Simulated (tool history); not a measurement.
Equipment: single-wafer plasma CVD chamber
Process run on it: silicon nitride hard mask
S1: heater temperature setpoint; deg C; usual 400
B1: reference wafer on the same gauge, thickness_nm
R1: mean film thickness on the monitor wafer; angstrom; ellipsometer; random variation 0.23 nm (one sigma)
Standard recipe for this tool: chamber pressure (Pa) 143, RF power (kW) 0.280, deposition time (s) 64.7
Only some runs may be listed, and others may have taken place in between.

run 1 hour=0.0 | S1=400 chamber_pressure_(Pa)=143 RF_power_(kW)=0.280 deposition_time_(s)=64.7 | B1=52.355 | R1=648.28
run 2 hour=300.1 | S1=400 chamber_pressure_(Pa)=143 RF_power_(kW)=0.295 deposition_time_(s)=64.7 | B1=52.422 | R1=659.20
run 3 hour=395.3 | S1=400 chamber_pressure_(Pa)=143 RF_power_(kW)=0.320 deposition_time_(s)=64.7 | B1=52.386 | R1=690.05
run 4 hour=445.5 | S1=400 chamber_pressure_(Pa)=143 RF_power_(kW)=0.320 deposition_time_(s)=64.7 | B1=52.394 | R1=692.22
-- hour=466.7 showerhead replaced
-- hour=534.3 thermocouple changed; heater temperature recalibrated
run 5 hour=548.5 | S1=400 chamber_pressure_(Pa)=143 RF_power_(kW)=0.280 deposition_time_(s)=64.7 | B1=52.464 | R1=646.51
run 6 hour=606.0 | S1=400 chamber_pressure_(Pa)=143 RF_power_(kW)=0.280 deposition_time_(s)=64.7 | B1=52.457 | R1=641.69
run 7 hour=691.0 | S1=400 chamber_pressure_(Pa)=143 RF_power_(kW)=0.280 deposition_time_(s)=64.7 | B1=52.386 | R1=641.91
run 8 hour=786.7 | S1=400 chamber_pressure_(Pa)=143 RF_power_(kW)=0.280 deposition_time_(s)=64.7 | B1=52.359 | R1=644.44
run 9 hour=824.5 | S1=400 chamber_pressure_(Pa)=143 RF_power_(kW)=0.280 deposition_time_(s)=64.7 | B1=52.320 | R1=644.90
run 10 hour=878.0 | S1=400 chamber_pressure_(Pa)=143 RF_power_(kW)=0.280 deposition_time_(s)=59.1 | B1=52.451 | R1=586.34
-- hour=914.8 gauge calibrated
run 11 hour=945.1 | S1=400 chamber_pressure_(Pa)=143 RF_power_(kW)=0.280 deposition_time_(s)=59.1 | B1=52.457 | R1=586.81
run 12 hour=1015.8 | S1=400 chamber_pressure_(Pa)=143 RF_power_(kW)=0.280 deposition_time_(s)=64.7 | B1=52.478 | R1=642.35
-- hour=1043.7 capacitance manometer re-zeroed and calibrated
run 13 hour=1109.0 | S1=400 chamber_pressure_(Pa)=172 RF_power_(kW)=0.280 deposition_time_(s)=54.9 | B1=52.476 | R1=574.07
run 14 hour=1171.8 | S1=400 chamber_pressure_(Pa)=143 RF_power_(kW)=0.280 deposition_time_(s)=64.7 | B1=52.366 | R1=638.47
run 15 hour=1235.3 | S1=412 chamber_pressure_(Pa)=143 RF_power_(kW)=0.250 deposition_time_(s)=54.6 | B1=52.334 | R1=502.55
run 16 hour=1277.4 | S1=406 chamber_pressure_(Pa)=143 RF_power_(kW)=0.280 deposition_time_(s)=64.7 | B1=52.442 | R1=638.38
run 17 hour=1329.4 | S1=395 chamber_pressure_(Pa)=143 RF_power_(kW)=0.280 deposition_time_(s)=57.9 | B1=52.294 | R1=571.05
-- hour=1406.3 RF generator calibrated
run 18 hour=1521.8 | S1=400 chamber_pressure_(Pa)=143 RF_power_(kW)=0.280 deposition_time_(s)=64.7 | B1=52.391 | R1=621.12
run 19 hour=1613.5 | S1=400 chamber_pressure_(Pa)=143 RF_power_(kW)=0.280 deposition_time_(s)=64.7 | B1=52.383 | R1=622.43
-- hour=1695.5 thermocouple changed; heater temperature recalibrated
run 20 hour=1696.0 | S1=393 chamber_pressure_(Pa)=143 RF_power_(kW)=0.235 deposition_time_(s)=64.7 | B1=52.428 | R1=567.63
run 21 hour=1778.1 | S1=400 chamber_pressure_(Pa)=143 RF_power_(kW)=0.280 deposition_time_(s)=64.7 | B1=52.418 | R1=621.07
-- hour=2017.0 RF generator calibrated, repeated, since the last time left the tool worse
run 22 hour=2021.9 | S1=400 chamber_pressure_(Pa)=143 RF_power_(kW)=0.295 deposition_time_(s)=64.7 | B1=52.409 | R1=672.60
run 23 hour=2058.8 | S1=391 chamber_pressure_(Pa)=143 RF_power_(kW)=0.230 deposition_time_(s)=60.7 | B1=52.389 | R1=554.69
run 24 hour=2122.9 | S1=400 chamber_pressure_(Pa)=111 RF_power_(kW)=0.280 deposition_time_(s)=64.7 | B1=52.393 | R1=606.85
run 25 hour=2161.9 | S1=387 chamber_pressure_(Pa)=161 RF_power_(kW)=0.280 deposition_time_(s)=60.7 | B1=52.398 | R1=639.08
run 26 hour=2210.7 | S1=400 chamber_pressure_(Pa)=124 RF_power_(kW)=0.280 deposition_time_(s)=64.7 | B1=52.421 | R1=625.49
run 27 hour=2265.3 | S1=400 chamber_pressure_(Pa)=117 RF_power_(kW)=0.235 deposition_time_(s)=53.9 | B1=52.415 | R1=469.11
run 28 hour=2315.3 | S1=400 chamber_pressure_(Pa)=143 RF_power_(kW)=0.280 deposition_time_(s)=64.7 | B1=52.445 | R1=648.62

Some steps in R1, run to run, broken into two amounts with sign: the step expected even without the hidden condition (settings, incoming material, random variation), and the rest, left for the hidden condition together with whatever gauge scatter is not in both the measured and the hidden-condition-free result:
Hidden state present: wafer temperature above the value expected at the setpoint (K); delivered RF power above the setpoint (%); true pressure above the setpoint (%); gauge reads high (%).
Run 17 -> 18: S1 395 -> 400, deposition time (s) 57.9 -> 64.7, RF generator calibrated. R1 +50.07 angstrom: hidden state -16.77, all else +66.84.
Run 21 -> 22: RF power (kW) 0.280 -> 0.295, RF generator calibrated, repeated, since the last time left the tool worse. R1 +51.53 angstrom: hidden state +34.47, all else +17.06.
Run 26 -> 27: chamber pressure (Pa) 124 -> 117, RF power (kW) 0.280 -> 0.235, deposition time (s) 64.7 -> 53.9. R1 -156.38 angstrom: hidden state +0.03, all else -156.41.
Run 27 -> 28: chamber pressure (Pa) 117 -> 143, RF power (kW) 0.235 -> 0.280, deposition time (s) 53.9 -> 64.7. R1 +179.51 angstrom: hidden state -0.92, all else +180.43.
